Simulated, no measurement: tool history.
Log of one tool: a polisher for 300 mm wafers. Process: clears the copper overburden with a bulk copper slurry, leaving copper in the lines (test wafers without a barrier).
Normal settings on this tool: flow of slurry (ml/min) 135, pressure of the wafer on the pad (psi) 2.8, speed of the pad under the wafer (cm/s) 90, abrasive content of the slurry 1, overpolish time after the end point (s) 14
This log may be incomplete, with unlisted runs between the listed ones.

| run | hour | flow of slurry (ml/min) | pressure of the wafer on the pad (psi) | speed of the pad under the wafer (cm/s) | abrasive content of the slurry | overpolish time after the end point (s) | wafers since the last listed run | wafers polished on this pad | hours since the slurry nozzle was cleaned | hours since the head pressure was calibrated | hours since the slurry blender was calibrated | incoming thickness of the incoming film, nm | time until the end point was called (s) | dishing of a wide line in a test structure (Å) |
|---|---|---|---|---|---|---|---|---|---|---|---|---|---|---|
| 1 | 0 | 135 | 2.8 | 90 | 1 | 14 | 0 | 860 | 355.5 | 1174.3 | 300.4 | 726.1 | 117.7 | 531 |
|  | 19.5 | worn pad replaced by a new one |
|  | 26.8 | slurry blender recalibrated |
| 2 | 27.8 | 135 | 2.8 | 90 | 0.75 | 14 | 190 | 54 | 383.3 | 1202.1 | 1 | 723.4 | 124 | 503 |
| 3 | 41.6 | 135 | 2.8 | 90 | 0.75 | 14 | 120 | 175 | 397.1 | 1215.9 | 14.8 | 724.2 | 128.7 | 500 |
| 4 | 48.6 | 135 | 2.8 | 90 | 0.75 | 14 | 61 | 236 | 404.1 | 1222.9 | 21.8 | 728 | 134.4 | 495 |
|  | 56.3 | slurry nozzle cleaned |
|  | 61.6 | head pressure recalibrated |
| 5 | 66.5 | 135 | 2.8 | 90 | 1 | 14 | 130 | 366 | 10.2 | 4.9 | 39.7 | 719.5 | 106.2 | 573 |
| 6 | 81.4 | 135 | 2.8 | 90 | 1 | 8 | 130 | 496 | 25.1 | 19.8 | 54.6 | 712.8 | 107.5 | 364 |
| 7 | 99.1 | 135 | 2.8 | 90 | 1 | 14 | 154 | 651 | 42.8 | 37.5 | 72.3 | 714.6 | 109.9 | 560 |
| 8 | 116.9 | 175 | 2.8 | 90 | 1 | 14 | 155 | 807 | 60.6 | 55.3 | 90.1 | 729.3 | 107.7 | 572 |
| 9 | 134.6 | 135 | 2.8 | 60 | 1 | 14 | 154 | 961 | 78.3 | 73 | 107.8 | 726.4 | 167.8 | 411 |
|  | 147.8 | worn pad replaced by a new one |
| 10 | 148.6 | 90 | 2 | 90 | 1 | 14 | 87 | 7 | 92.3 | 87 | 121.8 | 712.7 | 150.7 | 421 |
| 11 | 165.2 | 135 | 2.8 | 90 | 0.8 | 14 | 145 | 152 | 108.9 | 103.6 | 138.4 | 724.9 | 115.7 | 557 |
| 12 | 179.9 | 135 | 3.7 | 76 | 1 | 18 | 128 | 280 | 123.6 | 118.3 | 153.1 | 716.5 | 93.9 | 768 |
| 13 | 190.9 | 135 | 2.8 | 62 | 1 | 14 | 96 | 376 | 134.6 | 129.3 | 164.1 | 728.6 | 149.1 | 440 |
| 14 | 200.2 | 135 | 2.8 | 90 | 1 | 14 | 81 | 458 | 143.9 | 138.6 | 173.4 | 724.3 | 105.5 | 564 |
| 15 | 206.4 | 135 | 2.8 | 90 | 1 | 14 | 54 | 512 | 150.1 | 144.8 | 179.6 | 716.6 | 108.1 | 562 |
| 16 | 218.7 | 135 | 2.8 | 90 | 1 | 14 | 107 | 619 | 162.4 | 157.1 | 191.9 | 715.5 | 105 | 561 |
| 17 | 226 | 170 | 3.4 | 90 | 1 | 14 | 63 | 683 | 169.7 | 164.4 | 199.2 | 720.3 | 90.1 | 676 |
| 18 | 240.9 | 135 | 3.3 | 90 | 1 | 7 | 130 | 813 | 184.6 | 179.3 | 214.1 | 721.1 | 98.8 | 358 |
| 19 | 250.1 | 135 | 2.8 | 62 | 1 | 7 | 80 | 894 | 193.8 | 188.5 | 223.3 | 717.7 | 156.6 | 238 |
|  | 257.4 | worn pad replaced by a new one |
| 20 | 257.9 | 135 | 2.1 | 90 | 0.8 | 14 | 33 | 4 | 201.6 | 196.3 | 231.1 | 720.1 | 138.4 | 447 |

Expected results for the next run?
| 21 | 265.3 | 160 | 1.9 | 90 | 1.1 | 20 | 64 | 68 | 209 | 203.7 | 238.5 | 710.1 | ? | ? |

For run 21 the tool returned time until the end point was called (s) 127.5, dishing of a wide line in a test structure (Å) 587.
Minus the tool's unlogged condition, the same run would have read time until the end point was called (s) 123.4, dishing of a wide line in a test structure (Å) 600.
